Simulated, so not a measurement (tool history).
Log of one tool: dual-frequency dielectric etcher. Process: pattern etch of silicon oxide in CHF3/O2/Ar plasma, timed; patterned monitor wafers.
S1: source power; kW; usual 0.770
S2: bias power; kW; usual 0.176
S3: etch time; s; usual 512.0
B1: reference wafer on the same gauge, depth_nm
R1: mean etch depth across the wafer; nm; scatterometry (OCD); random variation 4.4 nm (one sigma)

run	day	S1	S2	S3	B1	R1
1	0.000	0.770	0.176	512.0	1349.5	1169.5
2	3.888	0.770	0.176	512.0	1351.8	1176.9
3	5.704	0.770	0.176	512.0	1350.5	1175.1
4	9.950	0.770	0.176	594.0	1349.4	1369.0
5	12.988	0.770	0.176	594.0	1350.7	1365.5
# day 14.638: wet clean of the chamber
6	15.271	0.770	0.176	594.0	1348.2	1355.0
7	18.592	0.770	0.176	512.0	1349.9	1186.4
8	22.808	0.770	0.176	512.0	1348.6	1181.4
# day 26.833: upper electrode replaced
9	27.654	0.770	0.176	512.0	1351.1	1170.8
10	30.579	0.770	0.176	512.0	1350.5	1177.8
# day 32.562: bias power generator calibrated
# day 32.617: wet clean of the chamber
# day 33.917: source power generator calibrated
11	34.225	0.770	0.176	512.0	1350.4	1209.5
12	35.962	0.770	0.203	512.0	1351.1	1296.6
13	39.650	0.860	0.176	441.5	1348.9	1111.4
14	44.117	0.770	0.176	512.0	1350.7	1205.9
15	47.275	0.770	0.176	649.0	1350.7	1520.2
16	49.558	0.610	0.197	630.0	1348.9	1341.0
# day 51.383: wet clean of the chamber
17	53.092	0.770	0.176	512.0	1349.7	1204.2
# day 54.554: gauge calibrated
18	56.275	0.770	0.176	553.5	1350.9	1299.2
19	57.988	0.890	0.215	512.0	1351.1	1444.8
20	62.321	0.710	0.134	365.5	1350.8	696.7
21	68.671	0.720	0.176	512.0	1349.7	1143.4
# day 70.788: wet clean of the chamber
22	72.308	0.770	0.176	512.0	1349.6	1193.2
23	76.050	0.580	0.176	634.0	1349.0	1216.5
24	78.079	0.860	0.176	441.5	1349.9	1089.9
25	80.304	0.770	0.153	512.0	1350.5	1107.4
26	82.717	0.770	0.176	420.5	1350.5	979.8
27	85.508	0.580	0.176	634.0	1350.4	1217.8
# day 87.442: wet clean of the chamber
28	87.621	0.770	0.176	418.0	1351.2	970.0
29	91.462	0.770	0.189	512.0	1349.5	1233.2

Forecast each of these 4 alternatives for the next run:
A	91.488	0.870	0.176	512.0	?	?
B	91.488	0.900	0.203	512.0	?	?
C	91.488	0.770	0.176	612.0	?	?
D	91.488	0.640	0.176	512.0	?	?

run	B1	R1
A	1349.8	1276.7
B	1349.8	1399.2
C	1349.8	1419.0
D	1349.8	1052.2
Without the tool's hidden state the same runs would have given:
run	R1
A	1308.6
B	1433.8
C	1454.3
D	1078.2

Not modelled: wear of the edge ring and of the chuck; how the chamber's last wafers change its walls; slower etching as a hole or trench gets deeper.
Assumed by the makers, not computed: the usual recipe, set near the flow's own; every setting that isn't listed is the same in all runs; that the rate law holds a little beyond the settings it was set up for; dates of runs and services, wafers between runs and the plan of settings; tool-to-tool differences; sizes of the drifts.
